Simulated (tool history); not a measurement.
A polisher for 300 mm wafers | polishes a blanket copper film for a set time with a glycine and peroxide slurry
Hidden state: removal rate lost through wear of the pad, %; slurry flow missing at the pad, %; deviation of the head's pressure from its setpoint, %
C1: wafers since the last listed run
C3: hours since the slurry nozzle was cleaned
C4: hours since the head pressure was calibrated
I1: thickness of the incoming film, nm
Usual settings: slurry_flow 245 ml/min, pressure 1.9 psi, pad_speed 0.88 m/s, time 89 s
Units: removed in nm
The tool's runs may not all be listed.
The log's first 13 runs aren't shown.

{"day": 29.879, "done": "slurry nozzle cleaned"}
{"run": 14, "day": 30.246, "slurry_flow": 220, "pressure": 1.9, "pad_speed": 0.88, "time": 89, "C1": 442, "wafers polished on this pad": 1442, "C3": 8.8, "C4": 564.7, "I1": 2116.2, "removed": 374.9}
{"run": 15, "day": 32.904, "slurry_flow": 245, "pressure": 1.9, "pad_speed": 0.88, "time": 89, "C1": 580, "wafers polished on this pad": 2023, "C3": 72.6, "C4": 628.5, "I1": 2083.3, "removed": 381.9}
{"run": 16, "day": 35.833, "slurry_flow": 295, "pressure": 1.9, "pad_speed": 0.88, "time": 103, "C1": 639, "wafers polished on this pad": 2662, "C3": 142.9, "C4": 698.8, "I1": 2094.9, "removed": 454.4}
{"run": 17, "day": 37.471, "slurry_flow": 245, "pressure": 1.9, "pad_speed": 0.88, "time": 89, "C1": 357, "wafers polished on this pad": 3019, "C3": 182.2, "C4": 738.1, "I1": 2122.4, "removed": 373.8}
{"day": 37.712, "done": "worn pad replaced by a new one"}
{"run": 18, "day": 39.638, "slurry_flow": 245, "pressure": 1.9, "pad_speed": 0.88, "time": 113, "C1": 436, "wafers polished on this pad": 420, "C3": 234.2, "C4": 790.1, "I1": 2075.4, "removed": 469.7}
{"run": 19, "day": 41.95, "slurry_flow": 280, "pressure": 2.3, "pad_speed": 0.72, "time": 105, "C1": 504, "wafers polished on this pad": 924, "C3": 289.7, "C4": 845.6, "I1": 2083.3, "removed": 440.3}
{"run": 20, "day": 44.05, "slurry_flow": 245, "pressure": 2.6, "pad_speed": 0.88, "time": 89, "C1": 458, "wafers polished on this pad": 1383, "C3": 340.1, "C4": 896.0, "I1": 2085.5, "removed": 471.7}
{"run": 21, "day": 45.15, "slurry_flow": 245, "pressure": 1.9, "pad_speed": 0.88, "time": 89, "C1": 240, "wafers polished on this pad": 1623, "C3": 366.5, "C4": 922.4, "I1": 2119.8, "removed": 360.8}
{"run": 22, "day": 47.767, "slurry_flow": 280, "pressure": 1.4, "pad_speed": 0.88, "time": 89, "C1": 571, "wafers polished on this pad": 2194, "C3": 429.3, "C4": 985.2, "I1": 2066.2, "removed": 291.2}
{"day": 48.604, "done": "slurry nozzle cleaned"}
{"run": 23, "day": 49.296, "slurry_flow": 245, "pressure": 1.9, "pad_speed": 0.88, "time": 89, "C1": 324, "wafers polished on this pad": 2518, "C3": 16.6, "C4": 1021.9, "I1": 2124.1, "removed": 375.0}
{"day": 50.421, "done": "head pressure recalibrated"}
{"day": 51.038, "done": "worn pad replaced by a new one"}
{"run": 24, "day": 51.875, "slurry_flow": 245, "pressure": 1.9, "pad_speed": 0.88, "time": 89, "C1": 508, "wafers polished on this pad": 182, "C3": 78.5, "C4": 34.9, "I1": 2097.8, "removed": 405.8}
{"run": 25, "day": 53.383, "slurry_flow": 210, "pressure": 1.9, "pad_speed": 0.88, "time": 89, "C1": 329, "wafers polished on this pad": 511, "C3": 114.7, "C4": 71.1, "I1": 2090.0, "removed": 387.3}
{"run": 26, "day": 56.338, "slurry_flow": 245, "pressure": 1.3, "pad_speed": 1.04, "time": 89, "C1": 644, "wafers polished on this pad": 1156, "C3": 185.6, "C4": 142.0, "I1": 2115.9, "removed": 340.8}
{"run": 27, "day": 57.375, "slurry_flow": 245, "pressure": 1.9, "pad_speed": 0.68, "time": 89, "C1": 226, "wafers polished on this pad": 1382, "C3": 210.5, "C4": 166.9, "I1": 2107.4, "removed": 330.4}
{"run": 28, "day": 59.308, "slurry_flow": 245, "pressure": 1.9, "pad_speed": 0.88, "time": 89, "C1": 421, "wafers polished on this pad": 1804, "C3": 256.9, "C4": 213.3, "I1": 2094.3, "removed": 384.8}
{"run": 29, "day": 61.85, "slurry_flow": 245, "pressure": 2.6, "pad_speed": 1.0, "time": 89, "C1": 554, "wafers polished on this pad": 2359, "C3": 317.9, "C4": 274.3, "I1": 2078.0, "removed": 537.5}
{"run": 30, "day": 63.875, "slurry_flow": 180, "pressure": 2.4, "pad_speed": 0.88, "time": 119, "C1": 441, "wafers polished on this pad": 2801, "C3": 366.5, "C4": 322.9, "I1": 2089.4, "removed": 568.6}

4 ways to go on from here, each from the tool as it stands after run 30. What would each give?
{"run": "A", "day": 63.892, "slurry_flow": 245, "pressure": 1.9, "pad_speed": 0.88, "time": 89, "C1": 3, "wafers polished on this pad": 2804, "C3": 366.9, "C4": 323.3, "I1": 2090.6, "removed": "?"}
{"run": "B", "day": 63.892, "slurry_flow": 290, "pressure": 1.9, "pad_speed": 0.88, "time": 89, "C1": 3, "wafers polished on this pad": 2804, "C3": 366.9, "C4": 323.3, "I1": 2090.6, "removed": "?"}
{"run": "C", "day": 63.892, "slurry_flow": 200, "pressure": 1.9, "pad_speed": 0.88, "time": 89, "C1": 3, "wafers polished on this pad": 2804, "C3": 366.9, "C4": 323.3, "I1": 2090.6, "removed": "?"}
{"run": "D", "day": 63.892, "slurry_flow": 185, "pressure": 2.1, "pad_speed": 1.14, "time": 117, "C1": 3, "wafers polished on this pad": 2804, "C3": 366.9, "C4": 323.3, "I1": 2090.6, "removed": "?"}

run=A removed=379.4
run=B removed=388.7
run=C removed=366.5
run=D removed=624.1
Without the tool's hidden state the same runs would have given:
run=A removed=403.6
run=B removed=410.6
run=C removed=393.8
run=D removed=674.3

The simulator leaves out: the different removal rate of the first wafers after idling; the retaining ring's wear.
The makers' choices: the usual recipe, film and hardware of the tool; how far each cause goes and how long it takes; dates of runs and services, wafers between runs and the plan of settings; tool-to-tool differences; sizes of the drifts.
